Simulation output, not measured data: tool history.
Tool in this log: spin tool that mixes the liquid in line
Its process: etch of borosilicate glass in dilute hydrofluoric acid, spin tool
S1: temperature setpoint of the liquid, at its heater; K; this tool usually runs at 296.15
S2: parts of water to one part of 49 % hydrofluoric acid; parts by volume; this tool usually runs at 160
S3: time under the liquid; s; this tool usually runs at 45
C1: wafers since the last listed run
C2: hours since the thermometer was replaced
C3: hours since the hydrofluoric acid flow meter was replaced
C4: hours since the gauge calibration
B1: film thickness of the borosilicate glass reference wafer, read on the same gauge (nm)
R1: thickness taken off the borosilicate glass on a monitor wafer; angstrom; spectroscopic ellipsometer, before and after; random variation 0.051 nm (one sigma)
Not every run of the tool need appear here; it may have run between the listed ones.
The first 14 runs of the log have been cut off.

Run 15, hour 889.2: usual settings but S1 297.65 K, S3 70 s; C1 831; C2 298.5; C3 1004.3; C4 262.6; B1 29.59. Result: R1 141.4 angstrom.
Run 16, hour 967.3: usual settings but S1 293.15 K; C1 1137; C2 376.6; C3 1082.4; C4 340.7; B1 29.42. Result: R1 76.4 angstrom.
Run 17, hour 1035.3: usual settings; C1 990; C2 444.6; C3 1150.4; C4 408.7; B1 29.37. Result: R1 85.6 angstrom.
Run 18, hour 1093.9: usual settings but S2 100 parts by volume, S3 25 s; C1 853; C2 503.2; C3 1209.0; C4 467.3; B1 29.31. Result: R1 80.6 angstrom.
Run 19, hour 1149.1: usual settings but S1 300.15 K, S2 230 parts by volume, S3 50 s; C1 804; C2 558.4; C3 1264.2; C4 522.5; B1 29.24. Result: R1 70.5 angstrom.
At hour 1195.6: thermometer replaced.
Run 20, hour 1305.9: usual settings but S2 120 parts by volume, S3 50 s; C1 2269; C2 110.3; C3 1421.0; C4 679.3; B1 29.05. Result: R1 131.7 angstrom.
Run 21, hour 1343.6: usual settings but S1 294.15 K; C1 549; C2 148.0; C3 1458.7; C4 717.0; B1 28.98. Result: R1 78.3 angstrom.
Run 22, hour 1383.1: usual settings; C1 575; C2 187.5; C3 1498.2; C4 756.5; B1 28.99. Result: R1 83.0 angstrom.
Run 23, hour 1420.3: usual settings but S2 225 parts by volume, S3 30 s; C1 541; C2 224.7; C3 1535.4; C4 793.7; B1 28.94. Result: R1 37.2 angstrom.
Run 24, hour 1468.9: usual settings but S1 293.65 K, S2 180 parts by volume; C1 708; C2 273.3; C3 1584.0; C4 842.3; B1 28.91. Result: R1 66.2 angstrom.
At hour 1487.8: hydrofluoric acid flow meter replaced.
Run 25, hour 1542.7: usual settings; C1 1060; C2 347.1; C3 54.9; C4 916.1; B1 28.81. Result: R1 84.1 angstrom.
Run 26, hour 1607.8: usual settings but S3 35 s; C1 948; C2 412.2; C3 120.0; C4 981.2; B1 28.77. Result: R1 65.3 angstrom.
Run 27, hour 1661.2: usual settings but S1 301.15 K, S3 60 s; C1 777; C2 465.6; C3 173.4; C4 1034.6; B1 28.79. Result: R1 133.7 angstrom.
Run 28, hour 1751.2: usual settings but S1 300.15 K, S2 225 parts by volume, S3 70 s; C1 1311; C2 555.6; C3 263.4; C4 1124.6; B1 28.73. Result: R1 99.5 angstrom.
Run 29, hour 1820.7: usual settings but S2 115 parts by volume, S3 55 s; C1 1012; C2 625.1; C3 332.9; C4 1194.1; B1 28.69. Result: R1 148.2 angstrom.
Run 30, hour 1922.4: usual settings but S1 298.15 K, S3 35 s; C1 1481; C2 726.8; C3 434.6; C4 1295.8; B1 28.66. Result: R1 68.9 angstrom.
At hour 1955.0: thermometer replaced.
Run 31, hour 1980.6: usual settings but S1 299.65 K, S2 215 parts by volume, S3 55 s; C1 833; C2 25.6; C3 492.8; C4 1354.0; B1 28.62. Result: R1 80.8 angstrom.

What does the tool deliver on the next run?
Run 32, hour 2077.5: usual settings but S1 293.65 K, S2 90 parts by volume; C1 1411; C2 122.5; C3 589.7; C4 1450.9; B1 ?. Result: R1 ?.

B1: 28.60
R1: 145.0 angstrom
Had the tool carried no hidden state, the very same run would have given R1 152.2 angstrom.

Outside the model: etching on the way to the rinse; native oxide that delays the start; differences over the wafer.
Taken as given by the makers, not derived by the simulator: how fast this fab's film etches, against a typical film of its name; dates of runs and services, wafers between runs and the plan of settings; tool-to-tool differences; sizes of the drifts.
